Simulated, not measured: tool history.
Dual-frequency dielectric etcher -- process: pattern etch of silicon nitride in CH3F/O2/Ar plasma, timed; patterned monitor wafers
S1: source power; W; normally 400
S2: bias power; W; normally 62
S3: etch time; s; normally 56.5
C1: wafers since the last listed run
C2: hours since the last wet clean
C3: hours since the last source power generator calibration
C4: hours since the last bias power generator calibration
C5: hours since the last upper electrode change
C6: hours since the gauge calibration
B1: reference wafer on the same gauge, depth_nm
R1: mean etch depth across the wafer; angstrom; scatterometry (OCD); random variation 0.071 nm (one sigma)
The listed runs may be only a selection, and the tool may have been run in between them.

run     day   S1  S2    S3   C1     C2      C3      C4      C5     C6     B1     R1
  1   0.000  350  62  56.5    0  234.4  3206.3  3384.6  2031.7  214.8  27.99  339.2
  2   0.612  350  62  56.5  145  249.1  3221.0  3399.3  2046.4  229.5  28.01  338.8
  3   1.308  440  58  56.5  165  265.8  3237.7  3416.0  2063.1  246.2  27.99  352.0
  4   2.388  440  58  56.5  256  291.7  3263.6  3441.9  2089.0  272.1  27.96  353.4
  5   3.100  440  58  56.5  169  308.8  3280.7  3459.0  2106.1  289.2  27.98  352.7
  6   4.542  400  62  56.5  343  343.4  3315.3  3493.6  2140.7  323.8  27.94  349.8
  7   5.983  400  62  56.5  343  378.0  3349.9  3528.2  2175.3  358.4  27.93  348.3
  8   6.883  400  62  56.5  214  399.6  3371.5  3549.8  2196.9  380.0  27.92  348.9
  9   8.150  400  62  56.5  301  430.0  3401.9  3580.2  2227.3  410.4  27.90  347.5
 10   9.171  400  62  56.5  243  454.5  3426.4  3604.7  2251.8  434.9  27.85  348.9
     11.721  -- wet clean of the chamber
 11  11.742  400  62  56.5  374    0.5  3488.1  3666.4  2313.5  496.6  27.80  346.6
 12  12.125  400  62  56.5   91    9.7  3497.3  3675.6  2322.7  505.8  27.80  346.5
     12.742  -- source power generator calibrated
 13  12.933  400  62  56.5  152   29.1     4.6  3695.0  2342.1  525.2  27.78  347.3
     13.125  -- bias power generator calibrated
 14  13.796  400  62  56.5  165   49.8    25.3    16.1  2362.8  545.9  27.76  347.6
     15.062  -- upper electrode replaced
 15  15.192  500  55  48.5   94   83.3    58.8    49.6     3.1  579.4  27.72  305.4
 16  16.029  400  62  56.5  199  103.4    78.9    69.7    23.2  599.5  27.71  346.3
 17  16.854  400  62  56.5  196  123.2    98.7    89.5    43.0  619.3  27.69  345.6
     17.283  -- gauge calibrated
 18  17.433  470  56  51.5  137  137.1   112.6   103.4    56.9    3.6  27.98  324.1
 19  18.079  460  62  65.0  153  152.6   128.1   118.9    72.4   19.1  27.98  416.9
 20  19.471  440  58  56.5  331  186.0   161.5   152.3   105.8   52.5  27.98  353.6
 21  20.000  490  51  61.0  126  198.7   174.2   165.0   118.5   65.2  27.97  381.3
 22  21.400  470  72  56.5  333  232.3   207.8   198.6   152.1   98.8  27.99  375.9
 23  22.846  360  62  56.5  344  267.0   242.5   233.3   186.8  133.5  27.97  339.1
 24  23.438  450  73  68.0  140  281.2   256.7   247.5   201.0  147.7  27.96  449.5
 25  24.179  430  62  63.0  176  299.0   274.5   265.3   218.8  165.5  27.94  396.3
 26  24.758  400  62  56.5  137  312.9   288.4   279.2   232.7  179.4  27.94  349.5
 27  25.650  470  72  56.5  212  334.3   309.8   300.6   254.1  200.8  27.94  376.7
 28  27.025  460  47  73.0  327  367.3   342.8   333.6   287.1  233.8  27.92  442.0
 29  27.796  310  52  56.5  183  385.8   361.3   352.1   305.6  252.3  27.91  315.9

What if the next run were any one of these 5? Each begins from the tool's condition after run 29:
  A  27.812  450  62  56.5   3  386.2  361.7  352.5  306.0  252.7   ?   ?
  B  27.812  400  73  42.5   3  386.2  361.7  352.5  306.0  252.7   ?   ?
  C  27.812  400  55  56.5   3  386.2  361.7  352.5  306.0  252.7   ?   ?
  D  27.812  480  62  49.0   3  386.2  361.7  352.5  306.0  252.7   ?   ?
  E  27.812  490  76  42.0   3  386.2  361.7  352.5  306.0  252.7   ?   ?

run     B1     R1
  A  27.91  359.8
  B  27.91  272.6
  C  27.91  340.9
  D  27.91  317.2
  E  27.91  286.0
Had the tool no hidden state, the same runs would have come out as:
run     R1
  A  360.8
  B  273.4
  C  341.8
  D  318.1
  E  286.8
